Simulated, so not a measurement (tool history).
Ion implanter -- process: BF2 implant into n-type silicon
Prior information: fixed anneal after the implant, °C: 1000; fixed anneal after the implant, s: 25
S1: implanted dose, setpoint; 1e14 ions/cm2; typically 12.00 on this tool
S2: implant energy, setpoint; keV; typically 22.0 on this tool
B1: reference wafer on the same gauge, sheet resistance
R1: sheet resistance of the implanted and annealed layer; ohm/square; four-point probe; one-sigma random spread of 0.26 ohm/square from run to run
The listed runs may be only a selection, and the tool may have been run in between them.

run    hour     S1    S2      B1      R1
  1     0.0  12.00  22.0  160.01  175.10
  2    50.1  12.00  22.0  160.01  175.14
  3    86.4  12.00  22.0  159.98  175.67
  4   128.9  11.20  16.5  159.86  200.48
  5   161.3  12.00  22.0  159.92  175.52
      193.5  -- gauge calibrated
  6   202.4  12.00  25.5  160.03  165.42
  7   257.1  12.00  22.0  160.04  176.07
  8   324.7  12.00  22.0  159.98  176.21
  9   367.6  12.00  22.0  160.04  176.53
 10   433.3  12.00  22.0  160.04  176.89
      455.7  -- extraction supply calibrated
      485.9  -- Faraday cup replaced and dose calibrated
 11   524.6  12.00  22.0  159.99  173.54
 12   598.0  12.00  22.0  159.98  173.83
 13   657.1  12.00  22.0  160.04  173.57
 14   703.6   9.53  16.0  160.08  210.38
 15   774.7  13.57  19.5  160.01  178.06
 16   800.4  12.00  22.0  160.05  173.67
 17   852.5  13.78  19.0  160.06  179.34
 18   983.8  14.92  25.0  159.90  156.87
      986.9  -- gauge calibrated
 19  1008.9  13.97  18.0  160.09  183.05
 20  1052.4  12.00  22.0  159.88  174.41
 21  1121.8   8.56  18.0  159.98  210.28
 22  1189.2   9.62  29.5  160.04  167.55
 23  1239.9   9.65  15.0  160.04  215.03
 24  1265.3   8.56  18.0  160.07  210.22
 25  1325.3  12.00  19.5  160.02  183.06

A few steps of R1 between consecutive runs. Split each: what settings, incoming material and random variation would produce without the hidden state, and what is left over for the hidden state, along with gauge scatter present in only one of the two compared results (measured, and without hidden state):
Hidden state present: deviation of the true dose from the Faraday cup's reading, %; deviation of the true energy from its setpoint, %; gauge reads high (%).
Run 10 -> 11: extraction supply calibrated, Faraday cup replaced and dose calibrated. R1 -3.35 ohm/square: hidden state -2.78, all else -0.57.
Run 20 -> 21: S1 12.00 -> 8.56, S2 22.0 -> 18.0. R1 +35.87 ohm/square: hidden state +0.61, all else +35.26.
Run 21 -> 22: S1 8.56 -> 9.62, S2 18.0 -> 29.5. R1 -42.73 ohm/square: hidden state +0.00, all else -42.73.
Run 22 -> 23: S1 9.62 -> 9.65, S2 29.5 -> 15.0. R1 +47.48 ohm/square: hidden state +0.01, all else +47.47.
